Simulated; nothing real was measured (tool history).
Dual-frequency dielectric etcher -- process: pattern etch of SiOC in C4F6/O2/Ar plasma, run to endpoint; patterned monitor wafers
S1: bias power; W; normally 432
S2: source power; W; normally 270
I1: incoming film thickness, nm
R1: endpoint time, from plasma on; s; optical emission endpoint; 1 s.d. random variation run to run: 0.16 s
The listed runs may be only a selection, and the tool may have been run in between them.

run	hour	S1	S2	I1	R1
1	0.0	432	270	43.07	18.6
2	8.9	432	270	43.09	19.1
3	45.0	432	300	43.14	18.0
4	61.1	432	300	43.15	17.8
5	75.1	432	270	43.16	18.7
6	82.8	432	250	43.10	19.3
7	100.2	432	250	42.82	19.0
8	107.0	432	230	43.38	20.4
9	123.0	432	310	43.13	17.7
10	132.9	432	270	43.40	18.8
11	171.3	432	270	43.48	19.1
12	231.0	354	310	43.35	19.0
13	232.0	504	320	43.39	16.6
14	241.1	515	230	43.21	19.0
15	274.3	539	290	43.21	16.8
16	274.7	432	310	43.07	17.7
17	275.0	471	270	43.28	18.3
18	288.4	432	250	42.72	19.3
19	335.9	432	270	42.70	18.6
20	353.6	432	240	43.03	20.1
21	368.1	432	270	43.29	18.6
22	375.4	369	270	43.22	19.8

Not shown: 4 entries that the log had between the listed runs. Between which runs, and how does the tool's hidden state differ before and after?
Logged between run 9 and run 10: bias power generator calibrated (hour 131.0)
  the hidden state is the same at both runs
Logged between run 11 and run 12: upper electrode replaced (hour 230.5)
  the hidden state is the same at both runs
Logged between run 14 and run 15: source power generator calibrated (hour 262.1); wet clean of the chamber (hour 273.8)
  the hidden state is the same at both runs

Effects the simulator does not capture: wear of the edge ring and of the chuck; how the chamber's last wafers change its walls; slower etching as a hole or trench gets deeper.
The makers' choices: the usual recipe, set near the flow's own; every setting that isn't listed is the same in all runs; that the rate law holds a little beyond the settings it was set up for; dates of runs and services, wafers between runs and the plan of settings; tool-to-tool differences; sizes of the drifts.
